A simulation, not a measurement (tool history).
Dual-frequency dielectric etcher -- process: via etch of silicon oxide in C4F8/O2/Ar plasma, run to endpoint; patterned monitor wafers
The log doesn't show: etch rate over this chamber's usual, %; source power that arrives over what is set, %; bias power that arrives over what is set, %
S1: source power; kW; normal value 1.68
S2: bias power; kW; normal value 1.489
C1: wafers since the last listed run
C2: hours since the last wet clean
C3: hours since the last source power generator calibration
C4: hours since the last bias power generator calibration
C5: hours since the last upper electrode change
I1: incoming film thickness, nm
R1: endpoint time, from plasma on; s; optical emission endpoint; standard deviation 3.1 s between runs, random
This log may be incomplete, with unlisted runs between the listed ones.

run	day	S1	S2	C1	C2	C3	C4	C5	I1	R1
1	0	1.68	1.489	0	135.1	1421	2174.2	1972.3	1991.4	472.6
2	1.254	1.68	1.489	108	165.2	1451.1	2204.3	2002.4	1988	470.7
3	1.862	1.68	1.489	52	179.8	1465.7	2218.9	2017	1978.7	468.7
4	3.121	1.99	1.489	108	210	1495.9	2249.1	2047.2	1974.5	446
5	4.354	1.99	1.489	106	239.6	1525.5	2278.7	2076.8	2009.6	453.3
6	5.438	1.68	1.199	93	265.6	1551.5	2304.7	2102.8	1988	508
# day 6.088: source power generator calibrated
7	6.429	1.45	1.489	71	289.4	8.2	2328.5	2126.6	1974	500.3
8	7.521	1.45	1.489	94	315.6	34.4	2354.7	2152.8	1997.8	503.2
# day 9.546: wet clean of the chamber
9	9.742	1.68	1.489	105	4.7	87.7	2408	2206.1	1976.2	458.5
10	11.067	1.68	1.651	114	36.5	119.5	2439.8	2237.9	1995	452.7
# day 11.646: bias power generator calibrated
11	12.146	1.68	1.37	78	62.4	145.4	12	2263.8	1975.4	475.9
12	12.717	1.48	1.176	49	76.1	159.1	25.7	2277.5	1976.7	520.7
# day 14.55: upper electrode replaced
13	14.571	1.68	1.489	73	120.6	203.6	70.2	0.5	1999.9	477.2
14	14.588	1.68	1.489	1	121	204	70.6	0.9	1987.5	475.6
15	15.758	1.68	1.31	101	149.1	232.1	98.7	29	2005.1	496
16	16.883	1.29	1.274	97	176.1	259.1	125.7	56	1996.4	546
17	17.488	1.55	1.328	52	190.6	273.6	140.2	70.5	2001.1	506.9
18	18.117	1.68	1.85	54	205.7	288.7	155.3	85.6	1996.8	451.4
19	19.512	1.89	1.737	120	239.2	322.2	188.8	119.1	1982.2	436.3
20	20.104	1.68	1.489	51	253.4	336.4	203	133.3	1994.8	477.7

Consider 5 possible next runs. They are alternatives, not a sequence: every one starts from the tool as it was left by run 20. What does each give?
A	20.125	1.68	1.489	1	253.9	336.9	203.5	133.8	1984.2	?
B	20.125	2.08	1.489	1	253.9	336.9	203.5	133.8	1984.2	?
C	20.125	2.02	1.595	1	253.9	336.9	203.5	133.8	1984.2	?
D	20.125	1.27	1.489	1	253.9	336.9	203.5	133.8	1984.2	?
E	20.125	1.53	1.383	1	253.9	336.9	203.5	133.8	1984.2	?

run	R1
A	481.6
B	446.2
C	442.2
D	530.5
E	508.3
The same runs, with their run-to-run variation unchanged, on a tool lacking any hidden condition would have given:
run	R1
A	467.7
B	433.2
C	429.4
D	515.1
E	493.6
